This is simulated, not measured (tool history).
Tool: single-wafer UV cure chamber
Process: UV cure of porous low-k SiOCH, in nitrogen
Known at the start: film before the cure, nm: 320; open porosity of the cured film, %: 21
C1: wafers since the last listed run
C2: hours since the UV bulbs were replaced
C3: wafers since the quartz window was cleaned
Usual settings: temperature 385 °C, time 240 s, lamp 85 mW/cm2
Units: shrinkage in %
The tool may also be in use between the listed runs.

run 1 day=0.000 | temperature=372 time=240 lamp=85 | C1=0 C2=0.7 C3=890 | shrinkage=10.127
run 2 day=1.358 | temperature=372 time=240 lamp=85 | C1=197 C2=33.3 C3=1087 | shrinkage=10.195
run 3 day=3.504 | temperature=372 time=240 lamp=85 | C1=311 C2=84.8 C3=1398 | shrinkage=10.038
run 4 day=11.242 | temperature=385 time=240 lamp=85 | C1=1122 C2=270.5 C3=2520 | shrinkage=10.126
run 5 day=13.358 | temperature=385 time=240 lamp=85 | C1=307 C2=321.3 C3=2827 | shrinkage=10.057
-- day=15.800 quartz window cleaned
run 6 day=15.821 | temperature=385 time=240 lamp=85 | C1=308 C2=380.4 C3=3 | shrinkage=9.857
run 7 day=18.296 | temperature=385 time=240 lamp=85 | C1=359 C2=439.8 C3=362 | shrinkage=9.654
run 8 day=19.808 | temperature=385 time=240 lamp=104 | C1=219 C2=476.1 C3=581 | shrinkage=10.675
run 9 day=21.092 | temperature=385 time=240 lamp=104 | C1=186 C2=506.9 C3=767 | shrinkage=10.504
run 10 day=23.104 | temperature=385 time=240 lamp=104 | C1=291 C2=555.2 C3=1059 | shrinkage=10.687
run 11 day=24.667 | temperature=395 time=180 lamp=85 | C1=226 C2=592.7 C3=1286 | shrinkage=8.706
run 12 day=26.875 | temperature=395 time=180 lamp=85 | C1=320 C2=645.7 C3=1606 | shrinkage=8.685
run 13 day=29.850 | temperature=395 time=180 lamp=85 | C1=431 C2=717.1 C3=2038 | shrinkage=8.520
run 14 day=30.862 | temperature=385 time=170 lamp=85 | C1=146 C2=741.4 C3=2185 | shrinkage=8.170
run 15 day=33.142 | temperature=385 time=240 lamp=85 | C1=330 C2=796.1 C3=2515 | shrinkage=9.698
run 16 day=36.088 | temperature=385 time=240 lamp=85 | C1=427 C2=866.8 C3=2943 | shrinkage=9.643
-- day=36.900 quartz window cleaned
run 17 day=38.762 | temperature=385 time=240 lamp=85 | C1=339 C2=931.0 C3=270 | shrinkage=9.510
run 18 day=40.492 | temperature=385 time=240 lamp=85 | C1=250 C2=972.5 C3=521 | shrinkage=9.572
run 19 day=41.596 | temperature=385 time=240 lamp=85 | C1=160 C2=999.0 C3=681 | shrinkage=9.505
run 20 day=44.204 | temperature=385 time=240 lamp=85 | C1=378 C2=1061.6 C3=1059 | shrinkage=9.571
run 21 day=46.967 | temperature=385 time=240 lamp=85 | C1=400 C2=1127.9 C3=1460 | shrinkage=9.422
run 22 day=49.483 | temperature=385 time=240 lamp=85 | C1=365 C2=1188.3 C3=1825 | shrinkage=9.415
run 23 day=50.629 | temperature=385 time=240 lamp=85 | C1=166 C2=1215.8 C3=1991 | shrinkage=9.512
run 24 day=53.225 | temperature=385 time=190 lamp=85 | C1=376 C2=1278.1 C3=2368 | shrinkage=8.543
run 25 day=54.775 | temperature=390 time=135 lamp=49 | C1=224 C2=1315.3 C3=2592 | shrinkage=5.074
-- day=56.688 quartz window cleaned
-- day=57.488 UV bulbs replaced
run 26 day=57.725 | temperature=385 time=240 lamp=85 | C1=331 C2=5.7 C3=102 | shrinkage=10.640
run 27 day=58.750 | temperature=385 time=240 lamp=85 | C1=148 C2=30.3 C3=250 | shrinkage=10.387
run 28 day=60.662 | temperature=370 time=240 lamp=85 | C1=277 C2=76.2 C3=528 | shrinkage=9.984
run 29 day=66.575 | temperature=369 time=240 lamp=85 | C1=857 C2=218.1 C3=1385 | shrinkage=9.791
run 30 day=69.171 | temperature=385 time=240 lamp=85 | C1=376 C2=280.4 C3=1762 | shrinkage=9.954
run 31 day=72.108 | temperature=385 time=145 lamp=85 | C1=426 C2=350.9 C3=2188 | shrinkage=7.936
run 32 day=74.050 | temperature=373 time=330 lamp=101 | C1=281 C2=397.5 C3=2470 | shrinkage=11.515
run 33 day=75.058 | temperature=385 time=295 lamp=85 | C1=146 C2=421.7 C3=2616 | shrinkage=10.698
-- day=76.758 quartz window cleaned
run 34 day=77.846 | temperature=372 time=325 lamp=109 | C1=355 C2=488.6 C3=157 | shrinkage=11.762
run 35 day=79.433 | temperature=385 time=240 lamp=85 | C1=230 C2=526.7 C3=387 | shrinkage=9.811
run 36 day=81.246 | temperature=377 time=240 lamp=113 | C1=262 C2=570.2 C3=650 | shrinkage=10.702
run 37 day=82.896 | temperature=385 time=240 lamp=101 | C1=239 C2=609.8 C3=890 | shrinkage=10.265
run 38 day=84.242 | temperature=399 time=205 lamp=54 | C1=195 C2=642.1 C3=1085 | shrinkage=7.359
run 39 day=85.254 | temperature=385 time=240 lamp=85 | C1=146 C2=666.4 C3=1232 | shrinkage=9.647
run 40 day=88.121 | temperature=369 time=345 lamp=99 | C1=415 C2=735.2 C3=1648 | shrinkage=11.441
run 41 day=90.179 | temperature=390 time=200 lamp=85 | C1=298 C2=784.6 C3=1946 | shrinkage=8.894
run 42 day=91.829 | temperature=377 time=240 lamp=52 | C1=239 C2=824.2 C3=2185 | shrinkage=7.267
run 43 day=93.275 | temperature=385 time=180 lamp=85 | C1=209 C2=858.9 C3=2395 | shrinkage=8.266
run 44 day=95.271 | temperature=366 time=350 lamp=73 | C1=289 C2=906.8 C3=2685 | shrinkage=10.053
run 45 day=97.933 | temperature=385 time=240 lamp=85 | C1=386 C2=970.7 C3=3071 | shrinkage=9.551
run 46 day=99.529 | temperature=385 time=240 lamp=99 | C1=231 C2=1009.0 C3=3302 | shrinkage=10.067
-- day=100.600 quartz window cleaned
run 47 day=101.042 | temperature=385 time=330 lamp=72 | C1=171 C2=1045.3 C3=64 | shrinkage=10.093
run 48 day=102.150 | temperature=385 time=240 lamp=85 | C1=160 C2=1071.9 C3=224 | shrinkage=9.482
run 49 day=105.050 | temperature=371 time=205 lamp=114 | C1=420 C2=1141.5 C3=645 | shrinkage=9.773

5 ways to go on from here, each from the tool as it stands after run 49. What would each give?
run A day=105.071 | temperature=385 time=330 lamp=85 | C1=3 C2=1142.0 C3=648 | shrinkage=?
run B day=105.071 | temperature=385 time=355 lamp=61 | C1=3 C2=1142.0 C3=648 | shrinkage=?
run C day=105.071 | temperature=385 time=310 lamp=121 | C1=3 C2=1142.0 C3=648 | shrinkage=?
run D day=105.071 | temperature=397 time=135 lamp=104 | C1=3 C2=1142.0 C3=648 | shrinkage=?
run E day=105.071 | temperature=367 time=305 lamp=85 | C1=3 C2=1142.0 C3=648 | shrinkage=?

run=A shrinkage=10.671
run=B shrinkage=9.577
run=C shrinkage=11.939
run=D shrinkage=8.002
run=E shrinkage=10.019
Without the tool's hidden state the same runs would have given:
run=A shrinkage=11.916
run=B shrinkage=10.786
run=C shrinkage=13.220
run=D shrinkage=9.160
run=E shrinkage=11.243
